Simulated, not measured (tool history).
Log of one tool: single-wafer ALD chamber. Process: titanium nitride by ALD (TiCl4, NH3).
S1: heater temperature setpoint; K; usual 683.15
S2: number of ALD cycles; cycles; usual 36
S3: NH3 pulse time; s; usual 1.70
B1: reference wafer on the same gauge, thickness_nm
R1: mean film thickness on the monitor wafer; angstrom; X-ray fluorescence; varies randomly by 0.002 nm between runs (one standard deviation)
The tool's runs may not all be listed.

Run 1, hour 0.0: usual settings; B1 0.978. Result: R1 8.76 angstrom.
Run 2, hour 64.7: usual settings but S1 673.15 K, S2 39 cycles; B1 0.977. Result: R1 9.44 angstrom.
Run 3, hour 116.8: usual settings but S1 673.15 K, S2 39 cycles; B1 0.977. Result: R1 9.44 angstrom.
Run 4, hour 171.8: usual settings but S1 673.15 K, S2 39 cycles; B1 0.977. Result: R1 9.37 angstrom.
Run 5, hour 241.3: usual settings but S1 692.15 K, S3 1.43 s; B1 0.976. Result: R1 8.71 angstrom.
Run 6, hour 423.6: usual settings but S1 692.15 K, S3 1.43 s; B1 0.976. Result: R1 8.72 angstrom.
Run 7, hour 490.2: usual settings but S1 686.15 K; B1 0.975. Result: R1 8.76 angstrom.
Run 8, hour 553.5: usual settings but S1 686.15 K; B1 0.975. Result: R1 8.74 angstrom.
Run 9, hour 601.5: usual settings; B1 0.974. Result: R1 8.73 angstrom.
Run 10, hour 645.1: usual settings; B1 0.974. Result: R1 8.74 angstrom.
Run 11, hour 733.0: usual settings; B1 0.973. Result: R1 8.75 angstrom.
Run 12, hour 784.8: usual settings; B1 0.972. Result: R1 8.68 angstrom.
Run 13, hour 812.6: usual settings; B1 0.973. Result: R1 8.73 angstrom.
Run 14, hour 882.5: usual settings; B1 0.971. Result: R1 8.69 angstrom.
Run 15, hour 917.4: usual settings but S1 693.15 K, S2 39 cycles; B1 0.971. Result: R1 9.51 angstrom.
Run 16, hour 950.9: usual settings but S1 693.15 K, S2 39 cycles; B1 0.971. Result: R1 9.43 angstrom.
Run 17, hour 975.2: usual settings but S1 693.15 K, S2 39 cycles; B1 0.971. Result: R1 9.47 angstrom.
Run 18, hour 999.8: usual settings but S1 691.15 K; B1 0.970. Result: R1 8.73 angstrom.
Run 19, hour 1041.2: usual settings but S1 691.15 K; B1 0.970. Result: R1 8.69 angstrom.
Run 20, hour 1077.2: usual settings but S1 693.15 K, S2 30 cycles, S3 2.35 s; B1 0.969. Result: R1 7.34 angstrom.
Run 21, hour 1141.0: usual settings but S1 670.15 K, S2 41 cycles, S3 1.98 s; B1 0.968. Result: R1 9.87 angstrom.

Run 22 comes next. What will it give?
Run 22, hour 1169.5: usual settings but S2 34 cycles, S3 2.20 s; B1 ?. Result: R1 ?.

B1: 0.968
R1: 8.32 angstrom
Had the tool carried no hidden state, the very same run would have given R1 8.41 angstrom.
